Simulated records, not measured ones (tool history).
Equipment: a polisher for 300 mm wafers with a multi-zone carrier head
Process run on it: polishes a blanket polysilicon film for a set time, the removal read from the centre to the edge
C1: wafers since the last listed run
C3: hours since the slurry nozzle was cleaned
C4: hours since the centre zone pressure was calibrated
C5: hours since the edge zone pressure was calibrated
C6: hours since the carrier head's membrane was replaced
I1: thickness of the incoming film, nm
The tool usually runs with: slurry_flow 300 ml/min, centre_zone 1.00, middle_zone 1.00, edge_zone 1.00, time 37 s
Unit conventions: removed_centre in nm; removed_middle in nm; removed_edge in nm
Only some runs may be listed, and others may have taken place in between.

Run 1, hour 0.0: usual settings but middle_zone 1.06; C1 0; wafers polished on this pad 773; C3 384.9; C4 88.7; C5 169.5; C6 808.2; I1 1612.3. Result: removed_centre 224.5 nm, removed_middle 231.6 nm, removed_edge 215.8 nm.
At hour 2.6: slurry nozzle cleaned.
At hour 8.2: worn pad replaced by a new one.
Run 2, hour 15.9: usual settings but middle_zone 0.95, time 47 s; C1 95; wafers polished on this pad 67; C3 13.3; C4 104.6; C5 185.4; C6 824.1; I1 1633.2. Result: removed_centre 303.8 nm, removed_middle 287.6 nm, removed_edge 291.9 nm.
Run 3, hour 44.2: usual settings but middle_zone 0.95, time 47 s; C1 248; wafers polished on this pad 316; C3 41.6; C4 132.9; C5 213.7; C6 852.4; I1 1622.0. Result: removed_centre 301.9 nm, removed_middle 285.1 nm, removed_edge 292.7 nm.
Run 4, hour 79.0: usual settings but middle_zone 0.95, time 47 s; C1 305; wafers polished on this pad 622; C3 76.4; C4 167.7; C5 248.5; C6 887.2; I1 1606.2. Result: removed_centre 294.6 nm, removed_middle 274.1 nm, removed_edge 283.7 nm.
Run 5, hour 107.5: usual settings; C1 250; wafers polished on this pad 872; C3 104.9; C4 196.2; C5 277.0; C6 915.7; I1 1608.2. Result: removed_centre 228.1 nm, removed_middle 219.1 nm, removed_edge 217.4 nm.
At hour 124.4: worn pad replaced by a new one.
Run 6, hour 138.8: usual settings; C1 239; wafers polished on this pad 126; C3 136.2; C4 227.5; C5 308.3; C6 947.0; I1 1613.9. Result: removed_centre 248.2 nm, removed_middle 232.2 nm, removed_edge 230.1 nm.
Run 7, hour 168.5: usual settings but slurry_flow 260 ml/min, middle_zone 1.05; C1 260; wafers polished on this pad 386; C3 165.9; C4 257.2; C5 338.0; C6 976.7; I1 1635.3. Result: removed_centre 243.0 nm, removed_middle 237.1 nm, removed_edge 227.9 nm.
Run 8, hour 202.4: usual settings but slurry_flow 260 ml/min, middle_zone 1.05; C1 297; wafers polished on this pad 684; C3 199.8; C4 291.1; C5 371.9; C6 1010.6; I1 1588.7. Result: removed_centre 238.1 nm, removed_middle 225.3 nm, removed_edge 219.0 nm.
At hour 224.1: worn pad replaced by a new one.
Run 9, hour 224.6: usual settings but slurry_flow 260 ml/min, middle_zone 1.05; C1 159; wafers polished on this pad 4; C3 222.0; C4 313.3; C5 394.1; C6 1032.8; I1 1613.9. Result: removed_centre 250.6 nm, removed_middle 240.9 nm, removed_edge 231.0 nm.
At hour 241.7: centre zone pressure recalibrated.
At hour 316.2: carrier head's membrane replaced by a new one.
Run 10, hour 319.0: usual settings but edge_zone 0.88; C1 767; wafers polished on this pad 772; C3 316.4; C4 77.3; C5 488.5; C6 2.8; I1 1641.2. Result: removed_centre 225.3 nm, removed_middle 217.7 nm, removed_edge 203.1 nm.
At hour 325.1: worn pad replaced by a new one.
At hour 331.3: edge zone pressure recalibrated.
Run 11, hour 336.2: usual settings but centre_zone 0.92, edge_zone 0.92, time 26 s; C1 98; wafers polished on this pad 80; C3 333.6; C4 94.5; C5 4.9; C6 20.0; I1 1630.0. Result: removed_centre 152.8 nm, removed_middle 159.9 nm, removed_edge 153.4 nm.
Run 12, hour 358.9: usual settings; C1 199; wafers polished on this pad 279; C3 356.3; C4 117.2; C5 27.6; C6 42.7; I1 1612.0. Result: removed_centre 235.4 nm, removed_middle 226.5 nm, removed_edge 227.6 nm.
Run 13, hour 390.5: usual settings but slurry_flow 275 ml/min, centre_zone 0.94, edge_zone 0.91; C1 277; wafers polished on this pad 557; C3 387.9; C4 148.8; C5 59.2; C6 74.3; I1 1634.1. Result: removed_centre 220.6 nm, removed_middle 225.0 nm, removed_edge 213.0 nm.
At hour 398.6: slurry nozzle cleaned.
Run 14, hour 411.3: usual settings but centre_zone 1.07, middle_zone 0.92; C1 173; wafers polished on this pad 731; C3 12.7; C4 169.6; C5 80.0; C6 95.1; I1 1633.2. Result: removed_centre 244.7 nm, removed_middle 203.3 nm, removed_edge 215.5 nm.

What will run 15 give?
At hour 439.3: worn pad replaced by a new one.
Run 15, hour 441.9: usual settings but centre_zone 0.92; C1 233; wafers polished on this pad 22; C3 43.3; C4 200.2; C5 110.6; C6 125.7; I1 1599.1. Result: removed_centre ?, removed_middle ?, removed_edge ?.

removed_centre: 223.4 nm
removed_middle: 232.3 nm
removed_edge: 228.4 nm
The same run, on a tool lacking any hidden state, would have yielded removed_centre 213.7 nm, removed_middle 236.4 nm, removed_edge 232.4 nm.
